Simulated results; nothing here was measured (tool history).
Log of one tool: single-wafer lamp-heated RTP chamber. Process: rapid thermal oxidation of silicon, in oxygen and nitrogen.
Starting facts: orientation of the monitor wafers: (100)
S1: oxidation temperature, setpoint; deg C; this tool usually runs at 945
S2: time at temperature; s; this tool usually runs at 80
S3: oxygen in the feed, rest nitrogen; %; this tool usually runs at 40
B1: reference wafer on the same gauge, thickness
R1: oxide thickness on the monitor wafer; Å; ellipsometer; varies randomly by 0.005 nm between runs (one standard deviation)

run,day,S1,S2,S3,B1,R1
1,0,945,68,40,3.61,31.47
2,4.004,945,80,40,3.611,33.38
3,8.329,945,80,40,3.611,33.28
4,9.967,945,80,40,3.611,33.33
5,13.15,945,80,40,3.611,33.37
# day 14.458: pyrometer window cleaned and pyrometer calibrated
6,14.946,945,80,40,3.612,33.28
7,18.783,945,63,40,3.61,30.74
8,22.567,945,63,40,3.611,30.64
9,26.638,974,64,40,3.61,36.66
# day 27.492: gauge calibrated
10,29.233,945,80,22,3.61,29.26
# day 32.917: oxygen flow controller replaced
11,33.721,945,112,68,3.611,44.39
12,37.354,945,80,40,3.609,33.5
# day 38.146: pyrometer window cleaned and pyrometer calibrated
13,41.417,945,80,55,3.61,35.99
14,43.954,930,58,40,3.609,27.88
15,53.204,945,80,40,3.612,33.32
16,55.567,960,80,57,3.608,40.57
17,57.217,920,96,49,3.61,32.32

Branching from run 17: 5 alternative next runs. What would each branch give?
A,57.233,945,80,40,?,?
B,57.233,933,46,40,?,?
C,57.233,945,80,59,?,?
D,57.233,957,80,40,?,?
E,57.233,945,61,40,?,?

run,B1,R1
A,3.61,33.37
B,3.61,26.64
C,3.61,37.03
D,3.61,35.87
E,3.61,30.5
Without the tool's hidden state the same runs would have given:
run,R1
A,33.15
B,26.52
C,36.75
D,35.62
E,30.32
